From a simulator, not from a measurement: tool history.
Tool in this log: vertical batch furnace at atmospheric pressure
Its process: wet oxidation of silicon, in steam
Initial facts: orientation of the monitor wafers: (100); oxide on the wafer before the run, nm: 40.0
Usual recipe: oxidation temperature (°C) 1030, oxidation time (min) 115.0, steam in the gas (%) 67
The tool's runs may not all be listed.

| run | hour | oxidation temperature (°C) | oxidation time (min) | steam in the gas (%) | wafers since the last listed run | hours since the last temperature calibration | hours since the steam generator was serviced | hours since the gauge calibration | read-back reference wafer on the same gauge, thickness | oxide thickness on the monitor wafer (nm) |
|---|---|---|---|---|---|---|---|---|---|---|
| 1 | 0.0 | 1030 | 88.5 | 67 | 0 | 4419.0 | 2453.5 | 185.4 | 754.07 | 588.57 |
|  | 1.9 | gauge calibrated |
| 2 | 8.4 | 1030 | 88.5 | 67 | 71 | 4427.4 | 2461.9 | 6.5 | 754.04 | 588.60 |
| 3 | 20.5 | 1030 | 88.5 | 67 | 103 | 4439.5 | 2474.0 | 18.6 | 753.92 | 585.93 |
| 4 | 28.9 | 1030 | 115.0 | 67 | 71 | 4447.9 | 2482.4 | 27.0 | 754.20 | 689.97 |
| 5 | 51.0 | 1030 | 115.0 | 57 | 188 | 4470.0 | 2504.5 | 49.1 | 753.96 | 624.05 |
| 6 | 73.1 | 1030 | 115.0 | 57 | 188 | 4492.1 | 2526.6 | 71.2 | 753.82 | 624.70 |
|  | 102.3 | steam generator serviced |
| 7 | 102.8 | 1030 | 115.0 | 67 | 48 | 4521.8 | 0.5 | 100.9 | 754.00 | 724.05 |
| 8 | 108.5 | 1046 | 67.0 | 63 | 48 | 4527.5 | 6.2 | 106.6 | 753.85 | 548.71 |
|  | 138.8 | thermocouples replaced and temperature profile calibrated |
| 9 | 139.3 | 1015 | 81.5 | 58 | 58 | 0.5 | 37.0 | 137.4 | 753.99 | 492.01 |

Run 10 comes next. What will it give?
| 10 | 145.0 | 1046 | 142.0 | 67 | 48 | 6.2 | 42.7 | 143.1 | ? | ? |

{"run 10": {"read-back reference wafer on the same gauge, thickness": 754.07, "oxide thickness on the monitor wafer (nm)": 881.53}}
The same run, on a tool lacking any hidden state, would have yielded oxide thickness on the monitor wafer (nm) 889.31.
